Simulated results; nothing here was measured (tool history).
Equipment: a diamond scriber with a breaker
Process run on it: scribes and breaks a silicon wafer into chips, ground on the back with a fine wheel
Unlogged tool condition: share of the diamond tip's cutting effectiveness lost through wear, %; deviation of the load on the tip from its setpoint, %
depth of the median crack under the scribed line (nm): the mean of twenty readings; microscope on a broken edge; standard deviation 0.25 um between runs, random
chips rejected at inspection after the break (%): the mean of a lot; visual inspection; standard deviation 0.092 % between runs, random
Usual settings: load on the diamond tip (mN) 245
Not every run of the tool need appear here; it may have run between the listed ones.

| run | hour | load on the diamond tip (mN) | wafers since the last listed run | hours since the diamond tip was replaced | hours since the load on the tip was calibrated | incoming depth of the damage left on the back of the incoming wafer, um | depth of the median crack under the scribed line (nm) | chips rejected at inspection after the break (%) |
|---|---|---|---|---|---|---|---|---|
| 1 | 0 | 286 | 0 | 928.7 | 549.7 | 1.74 | 12210 | 2.06 |
| 2 | 8.4 | 286 | 11 | 937.1 | 558.1 | 1.63 | 12000 | 2.21 |
| 3 | 23.5 | 218 | 20 | 952.2 | 573.2 | 1.68 | 10620 | 6.73 |
| 4 | 33 | 218 | 12 | 961.7 | 582.7 | 1.68 | 10340 | 7.67 |
| 5 | 40.1 | 245 | 9 | 968.8 | 589.8 | 2.15 | 11560 | 5.25 |
| 6 | 61.3 | 245 | 28 | 990 | 611 | 2.7 | 11680 | 6.08 |
| 7 | 74 | 245 | 17 | 1002.7 | 623.7 | 2.39 | 11240 | 5.16 |
| 8 | 87.9 | 264 | 18 | 1016.6 | 637.6 | 2.59 | 11750 | 3.86 |
| 9 | 99.4 | 245 | 15 | 1028.1 | 649.1 | 1.73 | 11380 | 4.42 |
| 10 | 110.9 | 209 | 15 | 1039.6 | 660.6 | 2.49 | 10080 | 9.36 |
| 11 | 118.4 | 217 | 10 | 1047.1 | 668.1 | 1.61 | 10520 | 8.6 |
| 12 | 127.5 | 217 | 12 | 1056.2 | 677.2 | 2.4 | 10210 | 8.35 |
| 13 | 141.9 | 245 | 19 | 1070.6 | 691.6 | 2.27 | 11410 | 5.22 |
| 14 | 159.1 | 245 | 23 | 1087.8 | 708.8 | 2.27 | 11390 | 6.1 |
| 15 | 165.2 | 245 | 8 | 1093.9 | 714.9 | 1.58 | 11340 | 5.47 |
| 16 | 174.7 | 245 | 12 | 1103.4 | 724.4 | 2.42 | 11280 | 5.47 |
| 17 | 188.8 | 245 | 19 | 1117.5 | 738.5 | 1.83 | 11290 | 5.27 |
| 18 | 200.6 | 245 | 15 | 1129.3 | 750.3 | 2.59 | 10980 | 6.52 |
|  | 213.3 | diamond tip replaced by a new one |
| 19 | 213.8 | 315 | 15 | 0.5 | 763.5 | 2.01 | 15950 | 2.64 |
| 20 | 222.1 | 245 | 11 | 8.8 | 771.8 | 2.09 | 13580 | 1.1 |
| 21 | 237.9 | 286 | 21 | 24.6 | 787.6 | 2.86 | 15180 | 2.13 |
| 22 | 244.3 | 203 | 8 | 31 | 794 | 2.97 | 12750 | 3.87 |
| 23 | 256.6 | 271 | 16 | 43.3 | 806.3 | 2.12 | 14690 | 1.18 |
| 24 | 280.7 | 245 | 32 | 67.4 | 830.4 | 2.54 | 13930 | 1.35 |
| 25 | 289.5 | 214 | 11 | 76.2 | 839.2 | 1.93 | 12260 | 2.01 |
| 26 | 302.3 | 304 | 17 | 89 | 852 | 2.26 | 15370 | 1.91 |
| 27 | 317.4 | 204 | 20 | 104.1 | 867.1 | 2.23 | 12260 | 3.5 |
| 28 | 325 | 296 | 10 | 111.7 | 874.7 | 1.95 | 15200 | 1.35 |
|  | 331 | load on the tip recalibrated |
| 29 | 334.1 | 210 | 9 | 120.8 | 3.1 | 1.78 | 12210 | 2.34 |
| 30 | 340.1 | 177 | 8 | 126.8 | 9.1 | 2.32 | 10980 | 6.18 |
| 31 | 358.1 | 313 | 24 | 144.8 | 27.1 | 2.25 | 15210 | 1.65 |
| 32 | 371.4 | 217 | 18 | 158.1 | 40.4 | 1.82 | 12020 | 3.04 |
| 33 | 382.6 | 286 | 15 | 169.3 | 51.6 | 1.65 | 14330 | 0.84 |
| 34 | 400.4 | 178 | 24 | 187.1 | 69.4 | 2.49 | 10970 | 7.95 |
| 35 | 407.5 | 299 | 9 | 194.2 | 76.5 | 2.98 | 14140 | 1.78 |
| 36 | 424.8 | 187 | 23 | 211.5 | 93.8 | 2.77 | 11040 | 6.95 |
| 37 | 438.9 | 282 | 19 | 225.6 | 107.9 | 2.82 | 14120 | 1.68 |
| 38 | 451.1 | 211 | 16 | 237.8 | 120.1 | 1.54 | 11870 | 3.18 |
| 39 | 463.9 | 265 | 17 | 250.6 | 132.9 | 2.32 | 13150 | 1.5 |
| 40 | 480.5 | 270 | 22 | 267.2 | 149.5 | 2.17 | 13260 | 1.15 |
| 41 | 497.8 | 185 | 23 | 284.5 | 166.8 | 2.49 | 11080 | 7.32 |

What if the next run were any one of these 5? Each begins from the tool's condition after run 41:
| A | 498.5 | 245 | 0 | 285.2 | 167.5 | 2.74 | ? | ? |
| B | 498.5 | 205 | 0 | 285.2 | 167.5 | 2.74 | ? | ? |
| C | 498.5 | 226 | 0 | 285.2 | 167.5 | 2.74 | ? | ? |
| D | 498.5 | 303 | 0 | 285.2 | 167.5 | 2.74 | ? | ? |
| E | 498.5 | 307 | 0 | 285.2 | 167.5 | 2.74 | ? | ? |

| run | depth of the median crack under the scribed line (nm) | chips rejected at inspection after the break (%) |
|---|---|---|
| A | 12740 | 2.81 |
| B | 11550 | 5.95 |
| C | 12180 | 4.02 |
| D | 14370 | 1.57 |
| E | 14480 | 1.59 |
Had the tool no hidden state, the same runs would have come out as:
| run | depth of the median crack under the scribed line (nm) | chips rejected at inspection after the break (%) |
|---|---|---|
| A | 14060 | 1.57 |
| B | 12750 | 2.79 |
| C | 13450 | 1.89 |
| D | 15860 | 2.73 |
| E | 15980 | 2.9 |
